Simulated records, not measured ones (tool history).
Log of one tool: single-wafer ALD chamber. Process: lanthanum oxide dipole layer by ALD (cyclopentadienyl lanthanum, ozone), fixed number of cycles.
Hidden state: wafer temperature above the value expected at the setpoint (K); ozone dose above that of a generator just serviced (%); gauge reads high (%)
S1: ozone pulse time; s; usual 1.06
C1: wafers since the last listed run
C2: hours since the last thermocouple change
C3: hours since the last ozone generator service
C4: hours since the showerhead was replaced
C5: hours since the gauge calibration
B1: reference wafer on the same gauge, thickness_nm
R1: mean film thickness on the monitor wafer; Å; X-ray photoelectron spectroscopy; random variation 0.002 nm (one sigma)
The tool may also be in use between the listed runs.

{"run": 1, "hour": 0.0, "S1": 1.06, "C1": 0, "C2": 601.9, "C3": 261.4, "C4": 3824.1, "C5": 1595.8, "B1": 0.462, "R1": 4.74}
{"run": 2, "hour": 58.8, "S1": 1.06, "C1": 718, "C2": 660.7, "C3": 320.2, "C4": 3882.9, "C5": 1654.6, "B1": 0.461, "R1": 4.66}
{"run": 3, "hour": 126.7, "S1": 1.06, "C1": 829, "C2": 728.6, "C3": 388.1, "C4": 3950.8, "C5": 1722.5, "B1": 0.462, "R1": 4.68}
{"run": 4, "hour": 206.7, "S1": 1.15, "C1": 977, "C2": 808.6, "C3": 468.1, "C4": 4030.8, "C5": 1802.5, "B1": 0.461, "R1": 4.75}
{"run": 5, "hour": 311.3, "S1": 0.8, "C1": 1278, "C2": 913.2, "C3": 572.7, "C4": 4135.4, "C5": 1907.1, "B1": 0.461, "R1": 4.27}
{"run": 6, "hour": 350.2, "S1": 0.8, "C1": 475, "C2": 952.1, "C3": 611.6, "C4": 4174.3, "C5": 1946.0, "B1": 0.461, "R1": 4.26}
{"run": 7, "hour": 430.5, "S1": 0.73, "C1": 981, "C2": 1032.4, "C3": 691.9, "C4": 4254.6, "C5": 2026.3, "B1": 0.46, "R1": 4.14}
{"run": 8, "hour": 470.9, "S1": 0.73, "C1": 493, "C2": 1072.8, "C3": 732.3, "C4": 4295.0, "C5": 2066.7, "B1": 0.46, "R1": 4.07}
{"run": 9, "hour": 538.8, "S1": 1.06, "C1": 829, "C2": 1140.7, "C3": 800.2, "C4": 4362.9, "C5": 2134.6, "B1": 0.46, "R1": 4.53}
{"hour": 550.3, "done": "ozone generator serviced"}
{"run": 10, "hour": 638.3, "S1": 1.2, "C1": 1117, "C2": 1240.2, "C3": 88.0, "C4": 4462.4, "C5": 2234.1, "B1": 0.462, "R1": 4.87}
{"run": 11, "hour": 711.6, "S1": 1.37, "C1": 895, "C2": 1313.5, "C3": 161.3, "C4": 4535.7, "C5": 2307.4, "B1": 0.461, "R1": 4.92}
{"hour": 725.7, "done": "gauge calibrated"}
{"run": 12, "hour": 748.9, "S1": 1.37, "C1": 455, "C2": 1350.8, "C3": 198.6, "C4": 4573.0, "C5": 23.2, "B1": 0.461, "R1": 4.99}
{"run": 13, "hour": 804.5, "S1": 1.37, "C1": 679, "C2": 1406.4, "C3": 254.2, "C4": 4628.6, "C5": 78.8, "B1": 0.462, "R1": 4.96}
{"run": 14, "hour": 904.2, "S1": 1.32, "C1": 1218, "C2": 1506.1, "C3": 353.9, "C4": 4728.3, "C5": 178.5, "B1": 0.461, "R1": 4.9}
{"run": 15, "hour": 948.1, "S1": 1.27, "C1": 536, "C2": 1550.0, "C3": 397.8, "C4": 4772.2, "C5": 222.4, "B1": 0.462, "R1": 4.85}
{"run": 16, "hour": 1001.8, "S1": 0.85, "C1": 656, "C2": 1603.7, "C3": 451.5, "C4": 4825.9, "C5": 276.1, "B1": 0.461, "R1": 4.41}
{"run": 17, "hour": 1055.9, "S1": 1.06, "C1": 661, "C2": 1657.8, "C3": 505.6, "C4": 4880.0, "C5": 330.2, "B1": 0.461, "R1": 4.62}
{"run": 18, "hour": 1142.1, "S1": 0.89, "C1": 1053, "C2": 1744.0, "C3": 591.8, "C4": 4966.2, "C5": 416.4, "B1": 0.461, "R1": 4.38}
{"hour": 1173.1, "done": "thermocouple changed; heater temperature recalibrated"}
{"run": 19, "hour": 1203.0, "S1": 1.3, "C1": 646, "C2": 29.9, "C3": 652.7, "C4": 5027.1, "C5": 477.3, "B1": 0.461, "R1": 4.8}
{"run": 20, "hour": 1309.8, "S1": 1.06, "C1": 1304, "C2": 136.7, "C3": 759.5, "C4": 5133.9, "C5": 584.1, "B1": 0.461, "R1": 4.55}
{"hour": 1319.2, "done": "showerhead replaced"}
{"run": 21, "hour": 1349.6, "S1": 1.31, "C1": 388, "C2": 176.5, "C3": 799.3, "C4": 30.4, "C5": 623.9, "B1": 0.461, "R1": 4.8}
{"hour": 1423.3, "done": "ozone generator serviced"}
{"run": 22, "hour": 1440.9, "S1": 0.68, "C1": 1017, "C2": 267.8, "C3": 17.6, "C4": 121.7, "C5": 715.2, "B1": 0.461, "R1": 4.24}
{"run": 23, "hour": 1541.1, "S1": 1.06, "C1": 1224, "C2": 368.0, "C3": 117.8, "C4": 221.9, "C5": 815.4, "B1": 0.461, "R1": 4.7}
{"run": 24, "hour": 1630.0, "S1": 0.95, "C1": 1086, "C2": 456.9, "C3": 206.7, "C4": 310.8, "C5": 904.3, "B1": 0.461, "R1": 4.57}
{"run": 25, "hour": 1690.9, "S1": 1.35, "C1": 744, "C2": 517.8, "C3": 267.6, "C4": 371.7, "C5": 965.2, "B1": 0.461, "R1": 4.97}
{"run": 26, "hour": 1738.5, "S1": 1.22, "C1": 581, "C2": 565.4, "C3": 315.2, "C4": 419.3, "C5": 1012.8, "B1": 0.461, "R1": 4.83}
{"run": 27, "hour": 1818.0, "S1": 1.18, "C1": 971, "C2": 644.9, "C3": 394.7, "C4": 498.8, "C5": 1092.3, "B1": 0.461, "R1": 4.81}
{"run": 28, "hour": 1878.8, "S1": 1.27, "C1": 742, "C2": 705.7, "C3": 455.5, "C4": 559.6, "C5": 1153.1, "B1": 0.46, "R1": 4.84}
{"run": 29, "hour": 1934.3, "S1": 0.65, "C1": 678, "C2": 761.2, "C3": 511.0, "C4": 615.1, "C5": 1208.6, "B1": 0.461, "R1": 4.04}
{"run": 30, "hour": 1998.8, "S1": 0.75, "C1": 788, "C2": 825.7, "C3": 575.5, "C4": 679.6, "C5": 1273.1, "B1": 0.461, "R1": 4.19}
{"run": 31, "hour": 2085.3, "S1": 1.46, "C1": 1056, "C2": 912.2, "C3": 662.0, "C4": 766.1, "C5": 1359.6, "B1": 0.461, "R1": 4.96}
{"run": 32, "hour": 2189.8, "S1": 0.66, "C1": 1276, "C2": 1016.7, "C3": 766.5, "C4": 870.6, "C5": 1464.1, "B1": 0.462, "R1": 3.95}
{"run": 33, "hour": 2253.9, "S1": 1.29, "C1": 783, "C2": 1080.8, "C3": 830.6, "C4": 934.7, "C5": 1528.2, "B1": 0.461, "R1": 4.78}

Forecast each of these 5 alternatives for the next run:
{"run": "A", "hour": 2254.3, "S1": 1.25, "C1": 4, "C2": 1081.2, "C3": 831.0, "C4": 935.1, "C5": 1528.6, "B1": "?", "R1": "?"}
{"run": "B", "hour": 2254.3, "S1": 0.88, "C1": 4, "C2": 1081.2, "C3": 831.0, "C4": 935.1, "C5": 1528.6, "B1": "?", "R1": "?"}
{"run": "C", "hour": 2254.3, "S1": 1.21, "C1": 4, "C2": 1081.2, "C3": 831.0, "C4": 935.1, "C5": 1528.6, "B1": "?", "R1": "?"}
{"run": "D", "hour": 2254.3, "S1": 1.45, "C1": 4, "C2": 1081.2, "C3": 831.0, "C4": 935.1, "C5": 1528.6, "B1": "?", "R1": "?"}
{"run": "E", "hour": 2254.3, "S1": 1.34, "C1": 4, "C2": 1081.2, "C3": 831.0, "C4": 935.1, "C5": 1528.6, "B1": "?", "R1": "?"}

run=A B1=0.460 R1=4.74
run=B B1=0.460 R1=4.30
run=C B1=0.460 R1=4.70
run=D B1=0.460 R1=4.90
run=E B1=0.460 R1=4.81
Without the tool's hidden state the same runs would have given:
run=A R1=4.94
run=B R1=4.57
run=C R1=4.91
run=D R1=5.07
run=E R1=5.01
